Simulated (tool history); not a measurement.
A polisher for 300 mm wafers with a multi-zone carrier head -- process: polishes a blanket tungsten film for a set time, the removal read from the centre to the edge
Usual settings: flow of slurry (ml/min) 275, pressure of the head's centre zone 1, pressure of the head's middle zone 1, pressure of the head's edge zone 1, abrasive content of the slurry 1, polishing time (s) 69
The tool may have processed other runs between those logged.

run   hour  flow of slurry (ml/min)  pressure of the head's centre zone  pressure of the head's middle zone  pressure of the head's edge zone  abrasive content of the slurry  polishing time (s)  wafers since the last listed run  wafers polished on this pad  hours since the slurry nozzle was cleaned  hours since the centre zone pressure was calibrated  hours since the edge zone pressure was calibrated  hours since the carrier head's membrane was replaced  incoming thickness of the incoming film, nm  film removed at the wafer's centre (angstrom)  film removed at mid-radius (angstrom)  film removed at the wafer's edge (angstrom)
  1      0                      275                                   1                                   1                                 1                               1                  55                                 0                          189                                      325.7                                                897.1                                              821.2                                                 284.3                                       1203.8                                           1896                                   1959                                         1873
  2   22.6                      275                                   1                                   1                                 1                               1                  55                               129                          319                                      348.3                                                919.7                                              843.8                                                 306.9                                       1184.1                                           1852                                   1926                                         1832
  3   52.5                      275                                   1                                   1                                 1                             1.1                  69                               171                          490                                      378.2                                                949.6                                              873.7                                                 336.8                                       1193.2                                           2330                                   2473                                         2360
  4   78.3                      275                                0.96                                   1                              1.08                             0.7                  69                               147                          638                                        404                                                975.4                                              899.5                                                 362.6                                       1217.1                                           1862                                   2056                                         2069
  5    113                      275                                   1                                 0.9                              0.91                               1                  69                               198                          836                                      438.7                                               1010.1                                              934.2                                                 397.3                                       1168.7                                           2161                                   2074                                         2149
  6  140.1                      275                                0.88                                0.97                                 1                               1                  69                               155                          991                                      465.8                                               1037.2                                              961.3                                                 424.4                                       1199.1                                           1855                                   2218                                         2185
     143.8  -- centre zone pressure recalibrated
     150.7  -- worn pad replaced by a new one
  7  157.8                      180                                1.09                                   1                              0.91                               1                  60                                66                           40                                      483.5                                                   14                                                979                                                 442.1                                       1185.6                                           2285                                   2105                                         2010
     179.7  -- edge zone pressure recalibrated
  8  189.3                      195                                 1.1                                   1                              1.08                             0.9                  69                               168                          209                                        515                                                 45.5                                                9.6                                                 473.6                                       1207.1                                           2545                                   2307                                         2337
  9    224                      275                                   1                                   1                                 1                               1                  69                               198                          408                                      549.7                                                 80.2                                               44.3                                                 508.3                                       1189.6                                           2432                                   2422                                         2339
     238.3  -- carrier head's membrane replaced by a new one
 10  258.6                      275                                   1                                   1                                 1                               1                  69                               169                          577                                      584.3                                                114.8                                               78.9                                                  20.3                                       1192.9                                           2398                                   2390                                         2319
 11  283.8                      370                                0.88                                   1                                 1                            0.85                  87                               144                          722                                      609.5                                                  140                                              104.1                                                  45.5                                       1182.7                                           2523                                   2864                                         2762
     299.9  -- slurry nozzle cleaned
     301.1  -- worn pad replaced by a new one
 12  308.5                      345                                0.89                                   1                                 1                               1                  69                               129                           42                                        8.6                                                164.7                                              128.8                                                  70.2                                       1176.7                                           2275                                   2533                                         2459
 13  359.3                      275                                   1                                   1                                 1                               1                  69                               290                          333                                       59.4                                                215.5                                              179.6                                                   121                                       1213.7                                           2444                                   2446                                         2365
 14  383.5                      325                                   1                                   1                                 1                            0.75                  69                               138                          471                                       83.6                                                239.7                                              203.8                                                 145.2                                       1215.9                                           2188                                   2205                                         2117
 15  412.3                      275                                   1                                   1                                 1                               1                  69                               164                          636                                      112.4                                                268.5                                              232.6                                                   174                                       1193.5                                           2373                                   2355                                         2276
 16  436.3                      275                                   1                                   1                                 1                               1                  69                               137                          774                                      136.4                                                292.5                                              256.6                                                   198                                       1188.3                                           2308                                   2328                                         2245
     450.5  -- worn pad replaced by a new one
 17  450.8                      340                                   1                                   1                                 1                               1                  69                                60                            1                                      150.9                                                  307                                              271.1                                                 212.5                                       1197.1                                           2524                                   2511                                         2409
 18    482                      275                                   1                                1.05                                 1                               1                  69                               178                          180                                      182.1                                                338.2                                              302.3                                                 243.7                                       1187.7                                           2458                                   2498                                         2338
 19  503.7                      345                                1.08                                   1                                 1                               1                  69                               124                          304                                      203.8                                                359.9                                                324                                                 265.4                                       1175.8                                           2627                                   2449                                         2326
 20  536.9                      330                                1.09                                   1                              0.92                               1                  88                               190                          494                                        237                                                393.1                                              357.2                                                 298.6                                       1183.5                                           3353                                   3073                                         2837

Results per run with the tool's hidden condition removed, run-to-run variation unchanged:
The tool's hidden condition here consists of: removal rate lost through wear of the pad, %; slurry flow missing at the pad, %; deviation of the centre zone's pressure from its setpoint, %; deviation of the edge zone's pressure from its setpoint, %.
run  film removed at the wafer's centre (angstrom)  film removed at mid-radius (angstrom)  film removed at the wafer's edge (angstrom)
  1                                           2062                                   2019                                         1932
  2                                           2044                                   2010                                         1912
  3                                           2625                                   2623                                         2504
  4                                           2136                                   2212                                         2226
  5                                           2539                                   2276                                         2359
  6                                           2225                                   2471                                         2436
  7                                           2314                                   2115                                         2020
  8                                           2620                                   2356                                         2386
  9                                           2552                                   2520                                         2433
 10                                           2565                                   2533                                         2459
 11                                           2738                                   3078                                         2969
 12                                           2327                                   2565                                         2490
 13                                           2571                                   2545                                         2461
 14                                           2335                                   2324                                         2231
 15                                           2574                                   2522                                         2437
 16                                           2541                                   2526                                         2436
 17                                           2631                                   2579                                         2475
 18                                           2609                                   2609                                         2442
 19                                           2825                                   2589                                         2459
 20                                           3678                                   3309                                         3055
